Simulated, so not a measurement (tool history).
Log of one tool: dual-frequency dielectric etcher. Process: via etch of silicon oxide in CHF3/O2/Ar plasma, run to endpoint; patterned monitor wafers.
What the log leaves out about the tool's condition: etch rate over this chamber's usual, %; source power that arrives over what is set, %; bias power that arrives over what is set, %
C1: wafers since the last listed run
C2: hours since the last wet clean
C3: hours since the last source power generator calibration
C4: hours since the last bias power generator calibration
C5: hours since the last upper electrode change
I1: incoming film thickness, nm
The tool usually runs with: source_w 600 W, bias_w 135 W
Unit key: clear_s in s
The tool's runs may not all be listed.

Run 1, hour 0: usual settings; C1 0; C2 28.8; C3 939.4; C4 1125.9; C5 3832.2; I1 736.6. Result: clear_s 374.4 s.
Run 2, hour 54.8: usual settings but source_w 690 W; C1 343; C2 83.6; C3 994.2; C4 1180.7; C5 3887; I1 725.2. Result: clear_s 353.9 s.
Run 3, hour 94.4: usual settings; C1 248; C2 123.2; C3 1033.8; C4 1220.3; C5 3926.6; I1 730.9. Result: clear_s 372.9 s.
Run 4, hour 121.2: usual settings; C1 168; C2 150; C3 1060.6; C4 1247.1; C5 3953.4; I1 735.3. Result: clear_s 374.9 s.
Run 5, hour 160.7: usual settings; C1 247; C2 189.5; C3 1100.1; C4 1286.6; C5 3992.9; I1 728.8. Result: clear_s 371 s.
Run 6, hour 208: usual settings; C1 296; C2 236.8; C3 1147.4; C4 1333.9; C5 4040.2; I1 733. Result: clear_s 378.8 s.
Run 7, hour 262.1: usual settings; C1 339; C2 290.9; C3 1201.5; C4 1388; C5 4094.3; I1 733.4. Result: clear_s 379 s.
Run 8, hour 312.7: usual settings; C1 317; C2 341.5; C3 1252.1; C4 1438.6; C5 4144.9; I1 724.7. Result: clear_s 374.5 s.
Run 9, hour 375.2: usual settings; C1 391; C2 404; C3 1314.6; C4 1501.1; C5 4207.4; I1 737. Result: clear_s 384 s.
Run 10, hour 435.8: usual settings; C1 380; C2 464.6; C3 1375.2; C4 1561.7; C5 4268; I1 735.8. Result: clear_s 382.1 s.
At hour 478.8: wet clean of the chamber.
Run 11, hour 503.9: usual settings; C1 276; C2 25.1; C3 1443.3; C4 1629.8; C5 4336.1; I1 729.6. Result: clear_s 376.6 s.
Run 12, hour 532.8: usual settings but bias_w 156 W; C1 181; C2 54; C3 1472.2; C4 1658.7; C5 4365; I1 735.1. Result: clear_s 367.2 s.
Run 13, hour 597.7: usual settings but bias_w 156 W; C1 406; C2 118.9; C3 1537.1; C4 1723.6; C5 4429.9; I1 728.4. Result: clear_s 363 s.
Run 14, hour 664.6: usual settings but bias_w 156 W; C1 419; C2 185.8; C3 1604; C4 1790.5; C5 4496.8; I1 730.4. Result: clear_s 367.5 s.
At hour 672.9: source power generator calibrated.
Run 15, hour 701.7: usual settings; C1 207; C2 222.9; C3 28.8; C4 1827.6; C5 4533.9; I1 732.4. Result: clear_s 379.9 s.
Run 16, hour 726.2: usual settings but source_w 470 W, bias_w 154 W; C1 153; C2 247.4; C3 53.3; C4 1852.1; C5 4558.4; I1 733.4. Result: clear_s 395.6 s.
Run 17, hour 756.5: usual settings; C1 190; C2 277.7; C3 83.6; C4 1882.4; C5 4588.7; I1 731.6. Result: clear_s 381.8 s.
At hour 789.6: upper electrode replaced.
Run 18, hour 810.8: usual settings but source_w 740 W; C1 190; C2 332; C3 137.9; C4 1936.7; C5 21.2; I1 728.6. Result: clear_s 358 s.
Run 19, hour 877.3: usual settings; C1 417; C2 398.5; C3 204.4; C4 2003.2; C5 87.7; I1 730.9. Result: clear_s 383.1 s.
Run 20, hour 912.8: usual settings but bias_w 108 W; C1 222; C2 434; C3 239.9; C4 2038.7; C5 123.2; I1 731.5. Result: clear_s 401.1 s.
At hour 1110.7: wet clean of the chamber.
Run 21, hour 1111.2: usual settings; C1 1093; C2 0.5; C3 438.3; C4 2237.1; C5 321.6; I1 731.1. Result: clear_s 372 s.
At hour 1158.3: bias power generator calibrated.
Run 22, hour 1158.8: usual settings but source_w 480 W, bias_w 157 W; C1 273; C2 48.1; C3 485.9; C4 0.5; C5 369.2; I1 724.9. Result: clear_s 379.6 s.
Run 23, hour 1183.3: usual settings; C1 153; C2 72.6; C3 510.4; C4 25; C5 393.7; I1 724.8. Result: clear_s 371.6 s.
Run 24, hour 1221: usual settings; C1 236; C2 110.3; C3 548.1; C4 62.7; C5 431.4; I1 736.6. Result: clear_s 377.4 s.
Run 25, hour 1256.3: usual settings but source_w 750 W; C1 221; C2 145.6; C3 583.4; C4 98; C5 466.7; I1 723.6. Result: clear_s 351.6 s.
Run 26, hour 1318.2: usual settings but source_w 490 W, bias_w 108 W; C1 388; C2 207.5; C3 645.3; C4 159.9; C5 528.6; I1 731.5. Result: clear_s 417.1 s.
Run 27, hour 1386.1: usual settings but bias_w 105 W; C1 425; C2 275.4; C3 713.2; C4 227.8; C5 596.5; I1 730.4. Result: clear_s 400.3 s.
Run 28, hour 1457.4: usual settings but source_w 500 W, bias_w 125 W; C1 447; C2 346.7; C3 784.5; C4 299.1; C5 667.8; I1 729.6. Result: clear_s 404.7 s.

Predict each of these 5 candidate next runs independently; none follows another, all start after run 28:
Run A, hour 1457.9: usual settings; C1 3; C2 347.2; C3 785; C4 299.6; C5 668.3; I1 732.9. Result: clear_s ?.
Run B, hour 1457.9: usual settings but bias_w 167 W; C1 3; C2 347.2; C3 785; C4 299.6; C5 668.3; I1 732.9. Result: clear_s ?.
Run C, hour 1457.9: usual settings but source_w 640 W, bias_w 103 W; C1 3; C2 347.2; C3 785; C4 299.6; C5 668.3; I1 732.9. Result: clear_s ?.
Run D, hour 1457.9: usual settings but source_w 640 W, bias_w 111 W; C1 3; C2 347.2; C3 785; C4 299.6; C5 668.3; I1 732.9. Result: clear_s ?.
Run E, hour 1457.9: usual settings but source_w 650 W, bias_w 167 W; C1 3; C2 347.2; C3 785; C4 299.6; C5 668.3; I1 732.9. Result: clear_s ?.

run  clear_s
  A    382.6
  B    364.6
  C    397.1
  D    391.5
  E    356.9
Take away the tool's hidden state, keep each run's random variation, and the runs would have read:
run  clear_s
  A    371.4
  B      354
  C    385.5
  D      380
  E    346.5
